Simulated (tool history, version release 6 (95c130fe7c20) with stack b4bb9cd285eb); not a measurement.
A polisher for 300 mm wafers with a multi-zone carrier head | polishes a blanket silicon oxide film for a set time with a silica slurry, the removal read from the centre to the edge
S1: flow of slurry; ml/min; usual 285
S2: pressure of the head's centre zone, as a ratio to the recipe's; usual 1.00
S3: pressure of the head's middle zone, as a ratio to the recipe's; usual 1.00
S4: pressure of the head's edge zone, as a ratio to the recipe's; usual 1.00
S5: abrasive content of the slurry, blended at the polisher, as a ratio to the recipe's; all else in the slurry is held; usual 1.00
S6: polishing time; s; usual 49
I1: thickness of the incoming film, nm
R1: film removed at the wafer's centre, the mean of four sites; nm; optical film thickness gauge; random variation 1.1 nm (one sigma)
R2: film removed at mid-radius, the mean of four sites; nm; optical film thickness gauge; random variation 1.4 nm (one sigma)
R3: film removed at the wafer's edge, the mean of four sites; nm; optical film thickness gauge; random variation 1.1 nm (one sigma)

run,hour,S1,S2,S3,S4,S5,S6,I1,R1,R2,R3
1,0.0,285,1.00,1.00,1.00,1.00,49,1204.9,110.3,112.4,114.1
2,2.2,285,1.00,1.00,1.00,1.00,49,1206.5,109.2,112.8,113.0
3,11.5,285,1.00,1.00,1.00,1.00,60,1190.1,129.8,134.3,133.1
# hour 18.0: edge zone pressure recalibrated
4,27.2,285,1.00,1.00,1.00,1.00,49,1201.7,99.6,105.2,105.1
# hour 31.4: slurry nozzle cleaned
5,35.4,285,1.00,1.00,1.00,1.00,49,1188.5,111.5,114.8,112.1
6,50.0,285,1.00,1.00,1.00,1.00,38,1196.9,86.0,86.7,86.1
# hour 97.7: worn pad replaced by a new one
7,98.2,285,1.00,1.00,1.00,1.00,49,1223.2,122.0,126.0,124.6
8,108.4,285,1.00,1.00,1.00,1.10,42,1215.5,105.5,107.5,105.4
9,121.6,285,1.00,1.00,0.96,1.00,49,1206.9,114.0,115.2,113.5
10,137.9,285,1.00,1.08,1.00,1.00,49,1202.1,112.8,123.7,113.3
11,149.8,285,1.00,1.00,1.07,1.00,49,1211.5,109.5,113.3,116.3
# hour 155.9: centre zone pressure recalibrated
12,165.4,285,1.00,1.08,1.00,1.00,34,1202.7,75.5,82.9,77.8
13,179.2,285,0.94,1.06,1.00,1.00,49,1226.4,101.2,115.9,111.8
14,194.3,230,1.06,1.00,1.00,0.75,49,1202.9,100.8,99.2,97.0
# hour 206.9: worn pad replaced by a new one
15,207.4,190,1.09,1.00,0.91,1.00,38,1212.5,96.1,90.4,87.8
16,218.6,285,1.00,1.00,1.00,1.25,49,1198.6,125.6,130.4,128.7
17,229.0,285,1.00,1.00,1.00,1.00,49,1227.4,114.9,118.8,116.9
18,242.6,285,1.00,1.00,0.92,1.00,62,1232.1,142.9,145.6,139.2
19,267.1,350,1.00,0.90,1.04,1.00,65,1214.2,148.6,138.7,154.4
20,307.1,285,1.00,1.00,1.00,1.00,49,1208.6,108.0,111.7,111.3
21,316.4,205,1.00,1.00,1.00,1.00,49,1207.6,101.8,106.6,106.2
# hour 327.5: worn pad replaced by a new one
22,329.8,285,1.00,1.00,1.00,1.00,49,1227.7,117.8,121.4,120.5

3 ways to go on from here, each from the tool as it stands after run 22. What would each give?
A,330.2,285,1.00,1.00,1.00,1.00,49,1197.7,?,?,?
B,330.2,285,1.00,1.00,1.00,1.25,40,1197.7,?,?,?
C,330.2,285,1.00,0.95,1.00,1.15,49,1197.7,?,?,?

run,R1,R2,R3
A,115.6,121.9,117.7
B,101.2,106.7,103.1
C,120.7,122.0,123.1
Without the tool's hidden state the same runs would have given:
run,R1,R2,R3
A,121.5,127.9,122.8
B,106.4,112.0,107.5
C,127.0,128.0,128.4
